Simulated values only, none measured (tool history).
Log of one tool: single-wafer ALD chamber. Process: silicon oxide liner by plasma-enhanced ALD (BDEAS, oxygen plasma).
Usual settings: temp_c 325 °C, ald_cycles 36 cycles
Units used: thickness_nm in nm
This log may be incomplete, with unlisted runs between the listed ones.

run,hour,temp_c,ald_cycles,wafers since the last listed run,hours since the last thermocouple change,hours since the gauge calibration,"read-back reference wafer on the same gauge, thickness_nm",thickness_nm
1,0.0,325,36,0,2451.8,462.7,3.103,3.166
2,52.7,325,36,311,2504.5,515.4,3.114,3.169
3,126.1,325,36,434,2577.9,588.8,3.116,3.179
4,167.6,329,36,245,2619.4,630.3,3.121,3.156
5,214.1,329,36,275,2665.9,676.8,3.128,3.181
6,255.3,329,36,243,2707.1,718.0,3.131,3.174
7,298.1,325,40,253,2749.9,760.8,3.136,3.541
# hour 306.5: thermocouple changed; heater temperature recalibrated
8,322.3,325,40,95,15.8,785.0,3.137,3.549
# hour 332.6: gauge calibrated
9,382.9,325,40,358,76.4,50.3,3.085,3.487
10,433.4,331,34,298,126.9,100.8,3.092,2.953
11,484.8,331,32,304,178.3,152.2,3.095,2.782
12,513.4,318,33,169,206.9,180.8,3.101,2.924
13,580.1,333,40,394,273.6,247.5,3.104,3.475
14,615.6,330,34,210,309.1,283.0,3.113,2.959
15,665.4,331,32,294,358.9,332.8,3.114,2.804
16,725.2,318,33,353,418.7,392.6,3.121,2.930
17,751.7,331,32,156,445.2,419.1,3.121,2.810
18,818.1,312,40,392,511.6,485.5,3.127,3.616

Below are 3 alternative next runs, each starting from the tool's condition after run 18. Predict each:
A,818.5,340,36,2,512.0,485.9,?,?
B,818.5,315,31,2,512.0,485.9,?,?
C,818.5,330,36,2,512.0,485.9,?,?

run,"read-back reference wafer on the same gauge, thickness_nm",thickness_nm
A,3.132,3.134
B,3.132,2.787
C,3.132,3.175
Without the tool's hidden state the same runs would have given:
run,thickness_nm
A,3.076
B,2.735
C,3.116

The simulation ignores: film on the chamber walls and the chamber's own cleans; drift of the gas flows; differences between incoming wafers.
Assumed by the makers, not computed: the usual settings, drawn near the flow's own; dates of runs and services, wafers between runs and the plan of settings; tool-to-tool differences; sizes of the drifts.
